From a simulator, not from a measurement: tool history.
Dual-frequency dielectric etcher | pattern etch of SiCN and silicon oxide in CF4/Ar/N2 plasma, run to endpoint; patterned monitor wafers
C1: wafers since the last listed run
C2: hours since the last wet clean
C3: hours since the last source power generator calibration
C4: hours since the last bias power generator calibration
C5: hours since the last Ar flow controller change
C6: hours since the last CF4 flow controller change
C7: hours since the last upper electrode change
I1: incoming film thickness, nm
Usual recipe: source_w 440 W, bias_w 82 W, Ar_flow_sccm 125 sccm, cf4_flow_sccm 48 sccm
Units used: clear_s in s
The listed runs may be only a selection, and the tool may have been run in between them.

{"run": 1, "hour": 0.0, "source_w": 440, "bias_w": 82, "Ar_flow_sccm": 125, "cf4_flow_sccm": 48, "C1": 0, "C2": 54.9, "C3": 24.3, "C4": 2316.8, "C5": 2842.7, "C6": 28.7, "C7": 3171.0, "I1": 15.04, "clear_s": 20.8}
{"run": 2, "hour": 23.5, "source_w": 440, "bias_w": 82, "Ar_flow_sccm": 125, "cf4_flow_sccm": 48, "C1": 394, "C2": 78.4, "C3": 47.8, "C4": 2340.3, "C5": 2866.2, "C6": 52.2, "C7": 3194.5, "I1": 15.0, "clear_s": 20.8}
{"run": 3, "hour": 40.2, "source_w": 440, "bias_w": 82, "Ar_flow_sccm": 125, "cf4_flow_sccm": 48, "C1": 280, "C2": 95.1, "C3": 64.5, "C4": 2357.0, "C5": 2882.9, "C6": 68.9, "C7": 3211.2, "I1": 15.27, "clear_s": 21.2}
{"run": 4, "hour": 57.1, "source_w": 440, "bias_w": 69, "Ar_flow_sccm": 143, "cf4_flow_sccm": 48, "C1": 283, "C2": 112.0, "C3": 81.4, "C4": 2373.9, "C5": 2899.8, "C6": 85.8, "C7": 3228.1, "I1": 15.34, "clear_s": 23.2}
{"run": 5, "hour": 82.1, "source_w": 340, "bias_w": 75, "Ar_flow_sccm": 154, "cf4_flow_sccm": 57, "C1": 419, "C2": 137.0, "C3": 106.4, "C4": 2398.9, "C5": 2924.8, "C6": 110.8, "C7": 3253.1, "I1": 15.26, "clear_s": 28.2}
{"hour": 89.5, "done": "Ar flow controller replaced"}
{"run": 6, "hour": 97.6, "source_w": 440, "bias_w": 70, "Ar_flow_sccm": 112, "cf4_flow_sccm": 48, "C1": 159, "C2": 152.5, "C3": 121.9, "C4": 2414.4, "C5": 8.1, "C6": 126.3, "C7": 3268.6, "I1": 15.11, "clear_s": 21.7}
{"run": 7, "hour": 118.2, "source_w": 480, "bias_w": 88, "Ar_flow_sccm": 143, "cf4_flow_sccm": 39, "C1": 346, "C2": 173.1, "C3": 142.5, "C4": 2435.0, "C5": 28.7, "C6": 146.9, "C7": 3289.2, "I1": 15.35, "clear_s": 20.5}
{"run": 8, "hour": 153.2, "source_w": 440, "bias_w": 82, "Ar_flow_sccm": 125, "cf4_flow_sccm": 48, "C1": 587, "C2": 208.1, "C3": 177.5, "C4": 2470.0, "C5": 63.7, "C6": 181.9, "C7": 3324.2, "I1": 15.13, "clear_s": 21.2}
{"run": 9, "hour": 182.9, "source_w": 440, "bias_w": 68, "Ar_flow_sccm": 139, "cf4_flow_sccm": 43, "C1": 498, "C2": 237.8, "C3": 207.2, "C4": 2499.7, "C5": 93.4, "C6": 211.6, "C7": 3353.9, "I1": 15.25, "clear_s": 23.6}
{"hour": 211.5, "done": "upper electrode replaced"}
{"run": 10, "hour": 212.0, "source_w": 440, "bias_w": 82, "Ar_flow_sccm": 113, "cf4_flow_sccm": 48, "C1": 85, "C2": 266.9, "C3": 236.3, "C4": 2528.8, "C5": 122.5, "C6": 240.7, "C7": 0.5, "I1": 15.15, "clear_s": 21.0}
{"run": 11, "hour": 246.4, "source_w": 440, "bias_w": 63, "Ar_flow_sccm": 104, "cf4_flow_sccm": 44, "C1": 577, "C2": 301.3, "C3": 270.7, "C4": 2563.2, "C5": 156.9, "C6": 275.1, "C7": 34.9, "I1": 15.27, "clear_s": 22.9}
{"run": 12, "hour": 260.5, "source_w": 540, "bias_w": 98, "Ar_flow_sccm": 106, "cf4_flow_sccm": 37, "C1": 236, "C2": 315.4, "C3": 284.8, "C4": 2577.3, "C5": 171.0, "C6": 289.2, "C7": 49.0, "I1": 15.03, "clear_s": 16.5}
{"hour": 278.4, "done": "bias power generator calibrated"}
{"run": 13, "hour": 280.8, "source_w": 440, "bias_w": 82, "Ar_flow_sccm": 125, "cf4_flow_sccm": 48, "C1": 273, "C2": 335.7, "C3": 305.1, "C4": 2.4, "C5": 191.3, "C6": 309.5, "C7": 69.3, "I1": 15.18, "clear_s": 21.6}
{"run": 14, "hour": 311.4, "source_w": 410, "bias_w": 82, "Ar_flow_sccm": 140, "cf4_flow_sccm": 52, "C1": 514, "C2": 366.3, "C3": 335.7, "C4": 33.0, "C5": 221.9, "C6": 340.1, "C7": 99.9, "I1": 15.17, "clear_s": 23.3}
{"run": 15, "hour": 335.6, "source_w": 440, "bias_w": 82, "Ar_flow_sccm": 125, "cf4_flow_sccm": 48, "C1": 406, "C2": 390.5, "C3": 359.9, "C4": 57.2, "C5": 246.1, "C6": 364.3, "C7": 124.1, "I1": 15.2, "clear_s": 21.7}
{"run": 16, "hour": 371.4, "source_w": 440, "bias_w": 82, "Ar_flow_sccm": 152, "cf4_flow_sccm": 48, "C1": 601, "C2": 426.3, "C3": 395.7, "C4": 93.0, "C5": 281.9, "C6": 400.1, "C7": 159.9, "I1": 15.27, "clear_s": 22.5}
{"run": 17, "hour": 402.6, "source_w": 440, "bias_w": 82, "Ar_flow_sccm": 125, "cf4_flow_sccm": 48, "C1": 524, "C2": 457.5, "C3": 426.9, "C4": 124.2, "C5": 313.1, "C6": 431.3, "C7": 191.1, "I1": 15.15, "clear_s": 21.6}
{"run": 18, "hour": 437.4, "source_w": 350, "bias_w": 65, "Ar_flow_sccm": 143, "cf4_flow_sccm": 54, "C1": 584, "C2": 492.3, "C3": 461.7, "C4": 159.0, "C5": 347.9, "C6": 466.1, "C7": 225.9, "I1": 15.3, "clear_s": 29.8}
{"run": 19, "hour": 472.9, "source_w": 440, "bias_w": 82, "Ar_flow_sccm": 125, "cf4_flow_sccm": 48, "C1": 596, "C2": 527.8, "C3": 497.2, "C4": 194.5, "C5": 383.4, "C6": 501.6, "C7": 261.4, "I1": 15.1, "clear_s": 21.5}
{"run": 20, "hour": 491.1, "source_w": 440, "bias_w": 82, "Ar_flow_sccm": 143, "cf4_flow_sccm": 48, "C1": 305, "C2": 546.0, "C3": 515.4, "C4": 212.7, "C5": 401.6, "C6": 519.8, "C7": 279.6, "I1": 15.1, "clear_s": 22.6}
{"run": 21, "hour": 511.6, "source_w": 540, "bias_w": 82, "Ar_flow_sccm": 125, "cf4_flow_sccm": 48, "C1": 344, "C2": 566.5, "C3": 535.9, "C4": 233.2, "C5": 422.1, "C6": 540.3, "C7": 300.1, "I1": 15.19, "clear_s": 18.1}
{"hour": 557.3, "done": "wet clean of the chamber"}
{"run": 22, "hour": 557.8, "source_w": 400, "bias_w": 82, "Ar_flow_sccm": 125, "cf4_flow_sccm": 45, "C1": 372, "C2": 0.5, "C3": 582.1, "C4": 279.4, "C5": 468.3, "C6": 586.5, "C7": 346.3, "I1": 15.24, "clear_s": 23.3}

Run 23, settings as shown, results not yet in. Your forecast:
{"run": 23, "hour": 573.4, "source_w": 440, "bias_w": 82, "Ar_flow_sccm": 125, "cf4_flow_sccm": 48, "C1": 262, "C2": 16.1, "C3": 597.7, "C4": 295.0, "C5": 483.9, "C6": 602.1, "C7": 361.9, "I1": 15.23, "clear_s": "?"}

clear_s: 21.1 s
Without the tool's hidden state the same run would have given clear_s 21.0 s.

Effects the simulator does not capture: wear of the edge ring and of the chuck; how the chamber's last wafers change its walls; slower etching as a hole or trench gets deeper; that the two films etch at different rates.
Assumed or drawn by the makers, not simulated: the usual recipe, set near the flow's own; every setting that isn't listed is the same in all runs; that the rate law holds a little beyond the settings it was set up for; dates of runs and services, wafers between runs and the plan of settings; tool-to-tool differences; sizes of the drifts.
